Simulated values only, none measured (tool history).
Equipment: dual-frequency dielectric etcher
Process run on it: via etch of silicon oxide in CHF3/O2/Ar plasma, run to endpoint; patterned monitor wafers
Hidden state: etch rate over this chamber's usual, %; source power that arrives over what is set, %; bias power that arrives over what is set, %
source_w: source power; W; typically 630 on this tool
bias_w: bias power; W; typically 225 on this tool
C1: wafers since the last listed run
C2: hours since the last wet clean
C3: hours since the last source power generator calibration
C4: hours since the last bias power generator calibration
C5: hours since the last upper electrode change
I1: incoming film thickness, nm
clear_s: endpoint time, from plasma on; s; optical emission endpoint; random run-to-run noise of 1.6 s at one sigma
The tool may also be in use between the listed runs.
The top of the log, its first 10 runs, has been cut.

{"run": 11, "hour": 914.8, "source_w": 630, "bias_w": 225, "C1": 209, "C2": 428.5, "C3": 1516.8, "C4": 4947.2, "C5": 2993.8, "I1": 408.8, "clear_s": 191.4}
{"run": 12, "hour": 968.3, "source_w": 550, "bias_w": 241, "C1": 210, "C2": 482.0, "C3": 1570.3, "C4": 5000.7, "C5": 3047.3, "I1": 406.5, "clear_s": 203.9}
{"run": 13, "hour": 1028.4, "source_w": 550, "bias_w": 241, "C1": 236, "C2": 542.1, "C3": 1630.4, "C4": 5060.8, "C5": 3107.4, "I1": 406.5, "clear_s": 204.6}
{"run": 14, "hour": 1086.3, "source_w": 530, "bias_w": 225, "C1": 227, "C2": 600.0, "C3": 1688.3, "C4": 5118.7, "C5": 3165.3, "I1": 405.7, "clear_s": 213.0}
{"hour": 1154.4, "done": "wet clean of the chamber"}
{"hour": 1156.6, "done": "upper electrode replaced, of another model than before"}
{"run": 15, "hour": 1177.5, "source_w": 630, "bias_w": 225, "C1": 255, "C2": 23.1, "C3": 1779.5, "C4": 5209.9, "C5": 20.9, "I1": 411.1, "clear_s": 187.1}
{"run": 16, "hour": 1262.3, "source_w": 740, "bias_w": 186, "C1": 333, "C2": 107.9, "C3": 1864.3, "C4": 5294.7, "C5": 105.7, "I1": 407.8, "clear_s": 176.8}
{"hour": 1333.6, "done": "bias power generator calibrated"}
{"run": 17, "hour": 1366.9, "source_w": 760, "bias_w": 272, "C1": 395, "C2": 212.5, "C3": 1968.9, "C4": 33.3, "C5": 210.3, "I1": 409.6, "clear_s": 150.6}
{"run": 18, "hour": 1462.7, "source_w": 630, "bias_w": 225, "C1": 376, "C2": 308.3, "C3": 2064.7, "C4": 129.1, "C5": 306.1, "I1": 409.6, "clear_s": 191.7}
{"run": 19, "hour": 1522.3, "source_w": 480, "bias_w": 260, "C1": 234, "C2": 367.9, "C3": 2124.3, "C4": 188.7, "C5": 365.7, "I1": 407.7, "clear_s": 244.1}
{"run": 20, "hour": 1568.7, "source_w": 630, "bias_w": 241, "C1": 182, "C2": 414.3, "C3": 2170.7, "C4": 235.1, "C5": 412.1, "I1": 411.6, "clear_s": 188.6}
{"run": 21, "hour": 1648.3, "source_w": 630, "bias_w": 225, "C1": 312, "C2": 493.9, "C3": 2250.3, "C4": 314.7, "C5": 491.7, "I1": 407.7, "clear_s": 195.0}
{"run": 22, "hour": 1724.6, "source_w": 540, "bias_w": 225, "C1": 299, "C2": 570.2, "C3": 2326.6, "C4": 391.0, "C5": 568.0, "I1": 406.7, "clear_s": 224.1}
{"run": 23, "hour": 1821.4, "source_w": 560, "bias_w": 203, "C1": 380, "C2": 667.0, "C3": 2423.4, "C4": 487.8, "C5": 664.8, "I1": 412.9, "clear_s": 232.3}
{"run": 24, "hour": 1872.9, "source_w": 770, "bias_w": 195, "C1": 202, "C2": 718.5, "C3": 2474.9, "C4": 539.3, "C5": 716.3, "I1": 411.6, "clear_s": 178.8}
{"hour": 1999.0, "done": "wet clean of the chamber"}
{"run": 25, "hour": 2114.7, "source_w": 550, "bias_w": 241, "C1": 856, "C2": 115.7, "C3": 2716.7, "C4": 781.1, "C5": 958.1, "I1": 411.5, "clear_s": 203.3}
{"run": 26, "hour": 2217.8, "source_w": 630, "bias_w": 225, "C1": 405, "C2": 218.8, "C3": 2819.8, "C4": 884.2, "C5": 1061.2, "I1": 407.9, "clear_s": 183.5}
{"hour": 2391.6, "done": "source power generator calibrated"}
{"run": 27, "hour": 2517.8, "source_w": 630, "bias_w": 225, "C1": 1163, "C2": 518.8, "C3": 126.2, "C4": 1184.2, "C5": 1361.2, "I1": 406.3, "clear_s": 186.2}
{"run": 28, "hour": 2619.8, "source_w": 480, "bias_w": 225, "C1": 400, "C2": 620.8, "C3": 228.2, "C4": 1286.2, "C5": 1463.2, "I1": 406.3, "clear_s": 260.1}
{"hour": 2660.4, "done": "wet clean of the chamber"}
{"run": 29, "hour": 2672.8, "source_w": 630, "bias_w": 225, "C1": 113, "C2": 12.4, "C3": 281.2, "C4": 1339.2, "C5": 1516.2, "I1": 408.3, "clear_s": 184.2}
{"run": 30, "hour": 2751.7, "source_w": 590, "bias_w": 277, "C1": 310, "C2": 91.3, "C3": 360.1, "C4": 1418.1, "C5": 1595.1, "I1": 407.8, "clear_s": 177.9}
{"run": 31, "hour": 2829.1, "source_w": 550, "bias_w": 255, "C1": 304, "C2": 168.7, "C3": 437.5, "C4": 1495.5, "C5": 1672.5, "I1": 409.0, "clear_s": 204.7}
{"run": 32, "hour": 2930.6, "source_w": 630, "bias_w": 225, "C1": 398, "C2": 270.2, "C3": 539.0, "C4": 1597.0, "C5": 1774.0, "I1": 405.7, "clear_s": 187.9}
{"run": 33, "hour": 3030.3, "source_w": 630, "bias_w": 225, "C1": 391, "C2": 369.9, "C3": 638.7, "C4": 1696.7, "C5": 1873.7, "I1": 409.7, "clear_s": 190.9}
{"run": 34, "hour": 3109.3, "source_w": 710, "bias_w": 192, "C1": 310, "C2": 448.9, "C3": 717.7, "C4": 1775.7, "C5": 1952.7, "I1": 408.9, "clear_s": 181.0}
{"run": 35, "hour": 3165.7, "source_w": 580, "bias_w": 193, "C1": 221, "C2": 505.3, "C3": 774.1, "C4": 1832.1, "C5": 2009.1, "I1": 405.8, "clear_s": 221.8}

Forecast each of these 4 alternatives for the next run:
{"run": "A", "hour": 3166.2, "source_w": 630, "bias_w": 225, "C1": 1, "C2": 505.8, "C3": 774.6, "C4": 1832.6, "C5": 2009.6, "I1": 408.5, "clear_s": "?"}
{"run": "B", "hour": 3166.2, "source_w": 490, "bias_w": 247, "C1": 1, "C2": 505.8, "C3": 774.6, "C4": 1832.6, "C5": 2009.6, "I1": 408.5, "clear_s": "?"}
{"run": "C", "hour": 3166.2, "source_w": 710, "bias_w": 244, "C1": 1, "C2": 505.8, "C3": 774.6, "C4": 1832.6, "C5": 2009.6, "I1": 408.5, "clear_s": "?"}
{"run": "D", "hour": 3166.2, "source_w": 540, "bias_w": 263, "C1": 1, "C2": 505.8, "C3": 774.6, "C4": 1832.6, "C5": 2009.6, "I1": 408.5, "clear_s": "?"}

run=A clear_s=192.0
run=B clear_s=245.6
run=C clear_s=167.1
run=D clear_s=209.4
Stripped of hidden state, with their random variation kept, the same runs would have yielded:
run=A clear_s=185.7
run=B clear_s=237.5
run=C clear_s=161.6
run=D clear_s=202.5
